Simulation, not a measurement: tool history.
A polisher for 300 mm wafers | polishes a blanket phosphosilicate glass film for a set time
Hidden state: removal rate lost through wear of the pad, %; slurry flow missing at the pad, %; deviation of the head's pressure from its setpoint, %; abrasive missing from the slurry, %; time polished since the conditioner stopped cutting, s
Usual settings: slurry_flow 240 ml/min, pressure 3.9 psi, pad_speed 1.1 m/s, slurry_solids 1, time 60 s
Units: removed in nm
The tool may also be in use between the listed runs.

run,hour,slurry_flow,pressure,pad_speed,slurry_solids,time,wafers since the last listed run,wafers polished on this pad,hours since the slurry nozzle was cleaned,hours since the head pressure was calibrated,hours since the slurry blender was calibrated,hours since the conditioning disc was replaced,"incoming thickness of the incoming film, nm",removed
1,0,290,3.9,1.1,1,60,0,647,606,566.4,82.7,530.9,1944.8,556
2,9.1,280,3.9,1.34,0.75,45,58,706,615.1,575.5,91.8,540,1918.4,404.3
3,20.5,240,3.4,0.86,0.9,46,73,779,626.5,586.9,103.2,551.4,1950.7,289.8
4,27.4,240,2.8,1.1,0.85,40,44,824,633.4,593.8,110.1,558.3,1922.1,236.5
5,36.3,240,3.9,1.3,0.9,60,57,881,642.3,602.7,119,567.2,1959.2,553.3
6,45.2,265,5,1.1,1.2,45,57,938,651.2,611.6,127.9,576.1,1920,551.6
# hour 54.2: slurry blender recalibrated, repeated, since the last time left the tool worse
7,57.5,305,5.3,1.1,1,53,66,1004,663.5,623.9,3.3,588.4,1953.5,821.1
# hour 61.6: conditioning disc replaced and pad reconditioned
8,65.7,200,3.9,1.3,0.85,54,39,1044,671.7,632.1,11.5,4.1,1904.4,592.3
9,75,240,2.7,1.1,0.8,60,59,1104,681,641.4,20.8,13.4,1938.4,413.2
10,90.2,240,3.9,0.78,1,60,97,1201,696.2,656.6,36,28.6,1939.8,540.8
11,98,240,3.9,0.74,1,47,50,1252,704,664.4,43.8,36.4,1950.1,411.7
# hour 113.2: worn pad replaced by a new one
12,113.7,240,3.9,1.42,1,60,75,3,719.7,680.1,59.5,52.1,1937.9,763.1
13,127.2,240,5.2,1.1,1.1,60,86,90,733.2,693.6,73,65.6,1943.4,908.6
14,142.5,240,3.9,1.1,1,60,98,188,748.5,708.9,88.3,80.9,1925.5,642.2
15,157.1,240,3.9,1,1,60,93,282,763.1,723.5,102.9,95.5,1909.3,598.3
# hour 163.3: head pressure recalibrated
16,172.3,240,3.5,1.1,1,60,84,367,778.3,9,118.1,110.7,1938.9,564.5
# hour 174.4: slurry nozzle cleaned
17,188.6,240,3.3,0.92,1.15,48,98,465,14.2,25.3,134.4,127,1949.2,403.3
18,196.9,160,3.9,1.1,1,60,53,518,22.5,33.6,142.7,135.3,1931.2,609
19,203.7,240,3.9,1.1,1,60,43,562,29.3,40.4,149.5,142.1,1948.9,626.3
20,238.5,240,3.9,1.1,1,60,223,786,64.1,75.2,184.3,176.9,1940,618.5
21,255.9,240,3.9,1.1,1,60,111,898,81.5,92.6,201.7,194.3,1952.1,634
22,264.4,240,3.9,1.1,1,60,54,952,90,101.1,210.2,202.8,1950.3,617.2

Run 23 comes next. What will it give?
# hour 307.6: worn pad replaced by a new one
23,309.6,240,3.9,1.28,1,46,264,12,135.2,146.3,255.4,248,1902.1,?

removed: 511.5 nm
Without the tool's hidden state the same run would have given removed 555 nm.
